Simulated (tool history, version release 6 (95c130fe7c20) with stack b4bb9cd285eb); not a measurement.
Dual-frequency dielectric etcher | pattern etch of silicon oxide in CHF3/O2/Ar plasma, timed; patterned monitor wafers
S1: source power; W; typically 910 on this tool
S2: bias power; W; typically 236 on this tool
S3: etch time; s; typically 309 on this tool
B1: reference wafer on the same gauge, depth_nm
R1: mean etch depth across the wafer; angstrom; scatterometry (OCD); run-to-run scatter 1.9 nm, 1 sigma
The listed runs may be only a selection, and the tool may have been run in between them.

| run | day | S1 | S2 | S3 | B1 | R1 |
|---|---|---|---|---|---|---|
| 1 | 0 | 910 | 236 | 309 | 719.8 | 7697 |
| 2 | 0.483 | 910 | 236 | 309 | 720.2 | 7756 |
| 3 | 1.171 | 910 | 236 | 309 | 719.8 | 7756 |
|  | 2.338 | wet clean of the chamber |
|  | 2.492 | bias power generator calibrated |
| 4 | 2.512 | 910 | 236 | 309 | 720.1 | 7364 |
| 5 | 2.608 | 910 | 236 | 353 | 719.9 | 8434 |
| 6 | 2.925 | 910 | 236 | 353 | 720.3 | 8439 |
|  | 3.375 | gauge calibrated |
|  | 3.888 | source power generator calibrated |
|  | 4.096 | upper electrode replaced |
| 7 | 4.117 | 910 | 236 | 353 | 720.1 | 8474 |
| 8 | 4.133 | 690 | 236 | 382 | 720.2 | 8410 |
| 9 | 4.338 | 800 | 236 | 309 | 719.9 | 7163 |
| 10 | 4.625 | 910 | 236 | 309 | 720.2 | 7427 |
| 11 | 5.138 | 910 | 236 | 309 | 720.3 | 7431 |
| 12 | 5.779 | 980 | 256 | 396.5 | 719.7 | 10180 |
| 13 | 6.854 | 910 | 283 | 265.5 | 720.3 | 7047 |
| 14 | 7.45 | 1120 | 288 | 242 | 720 | 6942 |

Here are 3 independent what-if runs from the current tool condition. What would each one return?
| A | 7.471 | 910 | 236 | 309 | ? | ? |
| B | 7.471 | 910 | 236 | 392 | ? | ? |
| C | 7.471 | 910 | 236 | 342.5 | ? | ? |

| run | B1 | R1 |
|---|---|---|
| A | 719.9 | 7522 |
| B | 719.9 | 9543 |
| C | 719.9 | 8338 |
Take away the tool's hidden state, keep each run's random variation, and the runs would have read:
| run | R1 |
|---|---|
| A | 7392 |
| B | 9377 |
| C | 8193 |
